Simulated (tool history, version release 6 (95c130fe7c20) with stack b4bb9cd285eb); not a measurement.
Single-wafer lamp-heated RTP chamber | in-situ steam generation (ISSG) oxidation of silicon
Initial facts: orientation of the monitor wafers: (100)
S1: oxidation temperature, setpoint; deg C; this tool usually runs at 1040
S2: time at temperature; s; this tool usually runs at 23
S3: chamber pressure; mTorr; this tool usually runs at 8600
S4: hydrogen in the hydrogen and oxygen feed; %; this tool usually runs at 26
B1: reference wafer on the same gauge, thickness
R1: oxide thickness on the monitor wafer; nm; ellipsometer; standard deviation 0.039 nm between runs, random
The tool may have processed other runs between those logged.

Run 1, day 0.000: usual settings; B1 7.060. Result: R1 7.350 nm.
Run 2, day 0.271: usual settings; B1 7.041. Result: R1 7.380 nm.
Run 3, day 0.550: usual settings; B1 7.062. Result: R1 7.377 nm.
Run 4, day 0.946: usual settings; B1 7.051. Result: R1 7.429 nm.
Run 5, day 1.312: usual settings; B1 7.063. Result: R1 7.426 nm.
Run 6, day 1.762: usual settings; B1 7.064. Result: R1 7.442 nm.
Run 7, day 3.321: usual settings but S3 9200 mTorr; B1 7.045. Result: R1 7.364 nm.
Run 8, day 4.012: usual settings but S3 9200 mTorr; B1 7.055. Result: R1 7.323 nm.
Run 9, day 4.267: usual settings but S3 9200 mTorr; B1 7.059. Result: R1 7.413 nm.
Run 10, day 4.929: usual settings but S3 9200 mTorr, S4 21 %; B1 7.053. Result: R1 7.081 nm.
Run 11, day 5.233: usual settings but S3 9200 mTorr, S4 21 %; B1 7.062. Result: R1 7.120 nm.
At day 6.200: hydrogen flow controller replaced.
Run 12, day 6.221: usual settings; B1 7.058. Result: R1 7.498 nm.
Run 13, day 6.442: usual settings; B1 7.047. Result: R1 7.500 nm.
Run 14, day 6.938: usual settings but S1 1053 deg C; B1 7.068. Result: R1 8.164 nm.
Run 15, day 7.383: usual settings but S1 1053 deg C; B1 7.055. Result: R1 8.160 nm.
Run 16, day 7.862: usual settings; B1 7.062. Result: R1 7.672 nm.
Run 17, day 8.496: usual settings but S1 1034 deg C, S2 16 s, S3 9300 mTorr, S4 22 %; B1 7.035. Result: R1 5.928 nm.
Run 18, day 8.792: usual settings; B1 7.059. Result: R1 7.595 nm.
At day 10.021: gauge calibrated.
Run 19, day 10.088: usual settings but S2 20 s; B1 7.056. Result: R1 7.182 nm.
At day 10.517: pyrometer window cleaned and pyrometer calibrated.
At day 10.792: pressure gauge zeroed.
Run 20, day 10.812: usual settings but S1 1058 deg C; B1 7.046. Result: R1 8.213 nm.
Run 21, day 11.308: usual settings but S1 1031 deg C, S2 26 s, S3 9900 mTorr, S4 29 %; B1 7.054. Result: R1 7.573 nm.
Run 22, day 11.917: usual settings but S2 15 s, S3 10100 mTorr, S4 23 %; B1 7.059. Result: R1 5.667 nm.
Run 23, day 13.633: usual settings; B1 7.055. Result: R1 7.426 nm.
Run 24, day 14.375: usual settings but S1 1057 deg C, S2 20 s, S3 10000 mTorr, S4 29 %; B1 7.060. Result: R1 7.576 nm.
Run 25, day 14.638: usual settings but S1 1027 deg C, S3 7800 mTorr, S4 29 %; B1 7.070. Result: R1 7.124 nm.
Run 26, day 15.100: usual settings but S3 9200 mTorr, S4 32 %; B1 7.070. Result: R1 7.837 nm.
Run 27, day 15.425: usual settings but S4 29 %; B1 7.064. Result: R1 7.660 nm.
Run 28, day 16.038: usual settings but S2 14 s, S3 9400 mTorr; B1 7.058. Result: R1 5.781 nm.
Run 29, day 16.679: usual settings but S1 1052 deg C, S2 20 s, S3 8100 mTorr, S4 32 %; B1 7.055. Result: R1 7.900 nm.
Run 30, day 17.042: usual settings; B1 7.065. Result: R1 7.530 nm.

Results per run with the tool's hidden condition removed, run-to-run variation unchanged:
Hidden state present: true wafer temperature minus pyrometer reading, K; true pressure minus gauge reading, Torr; deviation of the hydrogen flow from its setpoint, %; gauge reads high (%).
run     R1
  1  7.322
  2  7.349
  3  7.344
  4  7.391
  5  7.383
  6  7.392
  7  7.283
  8  7.225
  9  7.307
 10  6.961
 11  6.990
 12  7.326
 13  7.320
 14  7.933
 15  7.907
 16  7.426
 17  5.737
 18  7.307
 19  6.854
 20  8.128
 21  7.501
 22  5.615
 23  7.333
 24  7.463
 25  7.026
 26  7.712
 27  7.530
 28  5.683
 29  7.726
 30  7.359

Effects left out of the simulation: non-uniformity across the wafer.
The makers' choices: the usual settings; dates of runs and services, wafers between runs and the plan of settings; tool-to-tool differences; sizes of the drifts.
